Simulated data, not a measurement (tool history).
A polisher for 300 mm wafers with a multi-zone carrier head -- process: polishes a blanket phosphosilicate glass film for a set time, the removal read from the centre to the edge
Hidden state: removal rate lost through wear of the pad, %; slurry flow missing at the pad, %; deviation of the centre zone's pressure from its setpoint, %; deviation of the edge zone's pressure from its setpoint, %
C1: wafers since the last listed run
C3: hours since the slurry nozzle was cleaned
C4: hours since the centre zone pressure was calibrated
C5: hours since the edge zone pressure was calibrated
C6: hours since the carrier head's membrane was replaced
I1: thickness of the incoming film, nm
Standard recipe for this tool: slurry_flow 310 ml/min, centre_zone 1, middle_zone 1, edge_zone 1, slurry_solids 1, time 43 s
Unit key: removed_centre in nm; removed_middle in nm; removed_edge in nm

Run 1, day 0: usual settings; C1 0; wafers polished on this pad 881; C3 85.7; C4 1393.4; C5 490.7; C6 1255.9; I1 4507.7. Result: removed_centre 363.8 nm, removed_middle 356.3 nm, removed_edge 373 nm.
Run 2, day 2.138: usual settings; C1 328; wafers polished on this pad 1210; C3 137; C4 1444.7; C5 542; C6 1307.2; I1 4386.3. Result: removed_centre 355.7 nm, removed_middle 353.9 nm, removed_edge 364.7 nm.
At day 4.683: worn pad replaced by a new one.
At day 5.258: edge zone pressure recalibrated.
Run 3, day 5.283: usual settings; C1 445; wafers polished on this pad 79; C3 212.5; C4 1520.2; C5 0.6; C6 1382.7; I1 4429.5. Result: removed_centre 353.9 nm, removed_middle 358.6 nm, removed_edge 371.8 nm.
At day 7.233: centre zone pressure recalibrated.
Run 4, day 7.254: usual settings; C1 290; wafers polished on this pad 370; C3 259.8; C4 0.5; C5 47.9; C6 1430; I1 4386. Result: removed_centre 359.5 nm, removed_middle 355.5 nm, removed_edge 359.3 nm.
Run 5, day 9.742: usual settings; C1 382; wafers polished on this pad 753; C3 319.5; C4 60.2; C5 107.6; C6 1489.7; I1 4379.9. Result: removed_centre 358 nm, removed_middle 352.6 nm, removed_edge 374 nm.
Run 6, day 10.871: usual settings; C1 173; wafers polished on this pad 926; C3 346.6; C4 87.3; C5 134.7; C6 1516.8; I1 4407.8. Result: removed_centre 358.3 nm, removed_middle 354.5 nm, removed_edge 365.6 nm.
Run 7, day 13.833: usual settings but time 50 s; C1 455; wafers polished on this pad 1382; C3 417.7; C4 158.4; C5 205.8; C6 1587.9; I1 4505. Result: removed_centre 418.9 nm, removed_middle 416.1 nm, removed_edge 426.3 nm.
At day 14.946: worn pad replaced by a new one.
Run 8, day 16.079: usual settings but time 50 s; C1 319; wafers polished on this pad 174; C3 471.6; C4 212.3; C5 259.7; C6 1641.8; I1 4369.2. Result: removed_centre 414.3 nm, removed_middle 416.3 nm, removed_edge 432.1 nm.
At day 18.762: carrier head's membrane replaced by a new one.
Run 9, day 18.783: usual settings; C1 384; wafers polished on this pad 558; C3 536.5; C4 277.2; C5 324.6; C6 0.5; I1 4438.9. Result: removed_centre 361.5 nm, removed_middle 356.4 nm, removed_edge 376.9 nm.
At day 20.754: slurry nozzle cleaned.
Run 10, day 21.529: usual settings but time 50 s; C1 416; wafers polished on this pad 974; C3 18.6; C4 343.1; C5 390.5; C6 66.4; I1 4532.8. Result: removed_centre 418.1 nm, removed_middle 417.6 nm, removed_edge 430.4 nm.
Run 11, day 23.062: usual settings but centre_zone 0.93, time 49 s; C1 235; wafers polished on this pad 1210; C3 55.4; C4 379.9; C5 427.3; C6 103.2; I1 4381.8. Result: removed_centre 376.2 nm, removed_middle 403 nm, removed_edge 416.7 nm.
Run 12, day 25.229: usual settings but centre_zone 1.06, middle_zone 1.06, edge_zone 1.06; C1 333; wafers polished on this pad 1543; C3 107.4; C4 431.9; C5 479.3; C6 155.2; I1 4420.7. Result: removed_centre 381.8 nm, removed_middle 375.8 nm, removed_edge 388.5 nm.
At day 25.421: worn pad replaced by a new one.
Run 13, day 26.604: usual settings but middle_zone 0.89, edge_zone 0.88, slurry_solids 1.15; C1 185; wafers polished on this pad 181; C3 140.4; C4 464.9; C5 512.3; C6 188.2; I1 4400. Result: removed_centre 391.4 nm, removed_middle 356.7 nm, removed_edge 384.3 nm.
At day 29.079: edge zone pressure recalibrated.
Run 14, day 29.404: usual settings but slurry_flow 210 ml/min, centre_zone 1.06, middle_zone 1.09, slurry_solids 1.25; C1 418; wafers polished on this pad 600; C3 207.6; C4 532.1; C5 7.8; C6 255.4; I1 4448.7. Result: removed_centre 424.1 nm, removed_middle 425.9 nm, removed_edge 410.1 nm.
Run 15, day 30.696: usual settings; C1 198; wafers polished on this pad 798; C3 238.6; C4 563.1; C5 38.8; C6 286.4; I1 4460.6. Result: removed_centre 355.6 nm, removed_middle 355.5 nm, removed_edge 368.9 nm.
Run 16, day 32.825: usual settings but time 28 s; C1 327; wafers polished on this pad 1126; C3 289.7; C4 614.2; C5 89.9; C6 337.5; I1 4415.3. Result: removed_centre 231.3 nm, removed_middle 231.5 nm, removed_edge 241.1 nm.
Run 17, day 35.038: usual settings but slurry_flow 340 ml/min; C1 340; wafers polished on this pad 1466; C3 342.8; C4 667.3; C5 143; C6 390.6; I1 4371. Result: removed_centre 358.2 nm, removed_middle 355.4 nm, removed_edge 360.9 nm.
Run 18, day 37.304: usual settings but edge_zone 0.88; C1 348; wafers polished on this pad 1815; C3 397.2; C4 721.7; C5 197.4; C6 445; I1 4431.1. Result: removed_centre 362.8 nm, removed_middle 359.5 nm, removed_edge 349.3 nm.
At day 37.729: worn pad replaced by a new one.
Run 19, day 39.425: usual settings but centre_zone 1.11, edge_zone 0.97; C1 300; wafers polished on this pad 260; C3 448.1; C4 772.6; C5 248.3; C6 495.9; I1 4382.3. Result: removed_centre 396.3 nm, removed_middle 355.5 nm, removed_edge 365.8 nm.
Run 20, day 42.117: usual settings but slurry_solids 0.9, time 52 s; C1 414; wafers polished on this pad 674; C3 512.7; C4 837.2; C5 312.9; C6 560.5; I1 4476.5. Result: removed_centre 394.6 nm, removed_middle 397 nm, removed_edge 414.4 nm.
At day 42.988: slurry nozzle cleaned.
Run 21, day 43.971: usual settings; C1 278; wafers polished on this pad 953; C3 23.6; C4 881.7; C5 357.4; C6 605; I1 4465.3. Result: removed_centre 354.1 nm, removed_middle 361.4 nm, removed_edge 370.4 nm.

Alternative continuations, all from the tool just after run 21; predict every row:
Run A, day 43.988: usual settings but edge_zone 1.12; C1 2; wafers polished on this pad 956; C3 24; C4 882.1; C5 357.8; C6 605.4; I1 4415.6. Result: removed_centre ?, removed_middle ?, removed_edge ?.
Run B, day 43.988: usual settings but slurry_solids 1.25; C1 2; wafers polished on this pad 956; C3 24; C4 882.1; C5 357.8; C6 605.4; I1 4415.6. Result: removed_centre ?, removed_middle ?, removed_edge ?.
Run C, day 43.988: usual settings but edge_zone 0.93; C1 2; wafers polished on this pad 956; C3 24; C4 882.1; C5 357.8; C6 605.4; I1 4415.6. Result: removed_centre ?, removed_middle ?, removed_edge ?.
Run D, day 43.988: usual settings but middle_zone 0.94, slurry_solids 0.8; C1 2; wafers polished on this pad 956; C3 24; C4 882.1; C5 357.8; C6 605.4; I1 4415.6. Result: removed_centre ?, removed_middle ?, removed_edge ?.

run  removed_centre  removed_middle  removed_edge
  A           354.9           357.1         390.1
  B           408.5           411.2         424.5
  C           354.9           357.2         356.3
  D             291           278.2         302.8
The same runs, with their run-to-run variation unchanged, on a tool lacking any hidden condition would have given:
run  removed_centre  removed_middle  removed_edge
  A           354.9           357.1         390.1
  B           408.5           411.2         424.5
  C           354.9           357.2         356.3
  D             291           278.2         302.8
